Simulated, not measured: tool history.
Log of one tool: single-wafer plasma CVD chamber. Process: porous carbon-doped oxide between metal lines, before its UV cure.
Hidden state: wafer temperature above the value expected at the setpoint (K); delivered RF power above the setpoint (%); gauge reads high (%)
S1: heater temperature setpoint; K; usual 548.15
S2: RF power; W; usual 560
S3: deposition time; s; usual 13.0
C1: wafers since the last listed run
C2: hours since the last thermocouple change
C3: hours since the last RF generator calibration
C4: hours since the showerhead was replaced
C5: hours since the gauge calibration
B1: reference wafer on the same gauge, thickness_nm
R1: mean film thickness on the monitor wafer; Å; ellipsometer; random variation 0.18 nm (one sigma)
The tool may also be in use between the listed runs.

| run | hour | S1 | S2 | S3 | C1 | C2 | C3 | C4 | C5 | B1 | R1 |
|---|---|---|---|---|---|---|---|---|---|---|---|
| 1 | 0.0 | 548.15 | 560 | 13.0 | 0 | 2015.2 | 1110.4 | 7009.9 | 99.4 | 91.436 | 857.37 |
| 2 | 16.7 | 548.15 | 560 | 13.0 | 418 | 2031.9 | 1127.1 | 7026.6 | 116.1 | 91.420 | 858.53 |
| 3 | 26.8 | 548.15 | 560 | 13.0 | 253 | 2042.0 | 1137.2 | 7036.7 | 126.2 | 91.377 | 860.57 |
| 4 | 35.4 | 548.15 | 560 | 13.0 | 215 | 2050.6 | 1145.8 | 7045.3 | 134.8 | 91.403 | 857.64 |
| 5 | 47.1 | 548.15 | 560 | 13.0 | 293 | 2062.3 | 1157.5 | 7057.0 | 146.5 | 91.421 | 855.97 |
| 6 | 55.9 | 548.15 | 560 | 11.4 | 220 | 2071.1 | 1166.3 | 7065.8 | 155.3 | 91.409 | 758.53 |
| 7 | 67.9 | 548.15 | 560 | 11.4 | 300 | 2083.1 | 1178.3 | 7077.8 | 167.3 | 91.384 | 753.39 |
| 8 | 118.2 | 548.15 | 560 | 13.0 | 1260 | 2133.4 | 1228.6 | 7128.1 | 217.6 | 91.401 | 856.01 |
|  | 135.5 | RF generator calibrated |
| 9 | 136.0 | 548.15 | 560 | 13.0 | 245 | 2151.2 | 0.5 | 7145.9 | 235.4 | 91.394 | 893.89 |
| 10 | 138.3 | 548.15 | 560 | 13.0 | 57 | 2153.5 | 2.8 | 7148.2 | 237.7 | 91.373 | 891.77 |
| 11 | 154.2 | 544.15 | 480 | 13.0 | 398 | 2169.4 | 18.7 | 7164.1 | 253.6 | 91.401 | 848.83 |
|  | 161.9 | gauge calibrated |
|  | 196.6 | thermocouple changed; heater temperature recalibrated |
| 12 | 197.1 | 544.15 | 480 | 13.0 | 874 | 0.5 | 61.6 | 7207.0 | 35.2 | 91.434 | 879.12 |
| 13 | 207.0 | 542.15 | 560 | 13.0 | 248 | 10.4 | 71.5 | 7216.9 | 45.1 | 91.423 | 960.77 |
| 14 | 222.6 | 542.15 | 560 | 13.0 | 391 | 26.0 | 87.1 | 7232.5 | 60.7 | 91.412 | 959.76 |
| 15 | 236.8 | 542.15 | 560 | 13.0 | 355 | 40.2 | 101.3 | 7246.7 | 74.9 | 91.420 | 963.54 |
| 16 | 251.2 | 548.15 | 560 | 13.0 | 360 | 54.6 | 115.7 | 7261.1 | 89.3 | 91.366 | 917.16 |
| 17 | 257.2 | 535.15 | 560 | 13.0 | 150 | 60.6 | 121.7 | 7267.1 | 95.3 | 91.397 | 1010.58 |
| 18 | 273.8 | 557.15 | 560 | 13.8 | 416 | 77.2 | 138.3 | 7283.7 | 111.9 | 91.385 | 904.89 |
| 19 | 283.0 | 534.15 | 520 | 13.0 | 230 | 86.4 | 147.5 | 7292.9 | 121.1 | 91.397 | 972.87 |
| 20 | 296.2 | 542.15 | 515 | 10.4 | 330 | 99.6 | 160.7 | 7306.1 | 134.3 | 91.400 | 739.47 |
| 21 | 304.3 | 548.15 | 645 | 13.0 | 203 | 107.7 | 168.8 | 7314.2 | 142.4 | 91.383 | 976.35 |
| 22 | 321.7 | 561.15 | 625 | 11.5 | 436 | 125.1 | 186.2 | 7331.6 | 159.8 | 91.362 | 775.27 |
| 23 | 336.8 | 548.15 | 560 | 13.0 | 378 | 140.2 | 201.3 | 7346.7 | 174.9 | 91.421 | 903.14 |
| 24 | 344.1 | 559.15 | 480 | 10.8 | 182 | 147.5 | 208.6 | 7354.0 | 182.2 | 91.389 | 649.13 |
|  | 353.1 | showerhead replaced |
| 25 | 361.4 | 548.15 | 480 | 13.0 | 233 | 164.8 | 225.9 | 8.3 | 199.5 | 91.363 | 838.06 |
| 26 | 377.2 | 548.15 | 560 | 13.0 | 396 | 180.6 | 241.7 | 24.1 | 215.3 | 91.375 | 900.69 |
| 27 | 385.6 | 548.15 | 560 | 13.0 | 210 | 189.0 | 250.1 | 32.5 | 223.7 | 91.400 | 904.34 |
| 28 | 401.7 | 548.15 | 560 | 13.0 | 403 | 205.1 | 266.2 | 48.6 | 239.8 | 91.430 | 900.24 |
| 29 | 410.3 | 542.15 | 610 | 14.4 | 215 | 213.7 | 274.8 | 57.2 | 248.4 | 91.418 | 1081.04 |
| 30 | 418.8 | 548.15 | 605 | 15.6 | 213 | 222.2 | 283.3 | 65.7 | 256.9 | 91.408 | 1109.63 |
| 31 | 428.5 | 548.15 | 650 | 13.0 | 243 | 231.9 | 293.0 | 75.4 | 266.6 | 91.401 | 963.78 |
| 32 | 439.7 | 548.15 | 560 | 10.6 | 280 | 243.1 | 304.2 | 86.6 | 277.8 | 91.404 | 736.16 |
| 33 | 449.4 | 557.15 | 560 | 13.0 | 243 | 252.8 | 313.9 | 96.3 | 287.5 | 91.396 | 838.84 |
| 34 | 465.5 | 542.15 | 560 | 13.0 | 403 | 268.9 | 330.0 | 112.4 | 303.6 | 91.377 | 932.25 |
|  | 475.3 | gauge calibrated |
| 35 | 477.3 | 548.15 | 560 | 13.0 | 295 | 280.7 | 341.8 | 124.2 | 2.0 | 91.388 | 894.01 |

The tool's hidden state at each run:
gauge reads high (%): 0 in every run
H1: wafer temperature above the value expected at the setpoint (K)
H2: delivered RF power above the setpoint (%)
| run | H1 | H2 |
|---|---|---|
| 1 | 4.74 | -8.52 |
| 2 | 4.75 | -8.54 |
| 3 | 4.75 | -8.55 |
| 4 | 4.76 | -8.57 |
| 5 | 4.77 | -8.58 |
| 6 | 4.77 | -8.59 |
| 7 | 4.78 | -8.6 |
| 8 | 4.81 | -8.66 |
| 9 | 4.82 | -0.947 |
| 10 | 4.82 | -0.995 |
| 11 | 4.83 | -1.32 |
| 12 | -0.547 | -2.14 |
| 13 | -0.471 | -2.31 |
| 14 | -0.354 | -2.58 |
| 15 | -0.249 | -2.82 |
| 16 | -0.145 | -3.05 |
| 17 | -0.102 | -3.14 |
| 18 | 0.0154 | -3.4 |
| 19 | 0.0794 | -3.53 |
| 20 | 0.17 | -3.72 |
| 21 | 0.225 | -3.83 |
| 22 | 0.341 | -4.07 |
| 23 | 0.44 | -4.26 |
| 24 | 0.487 | -4.35 |
| 25 | 0.597 | -4.57 |
| 26 | 0.695 | -4.75 |
| 27 | 0.747 | -4.85 |
| 28 | 0.844 | -5.02 |
| 29 | 0.895 | -5.12 |
| 30 | 0.945 | -5.21 |
| 31 | 1 | -5.31 |
| 32 | 1.07 | -5.42 |
| 33 | 1.12 | -5.51 |
| 34 | 1.21 | -5.66 |
| 35 | 1.28 | -5.77 |
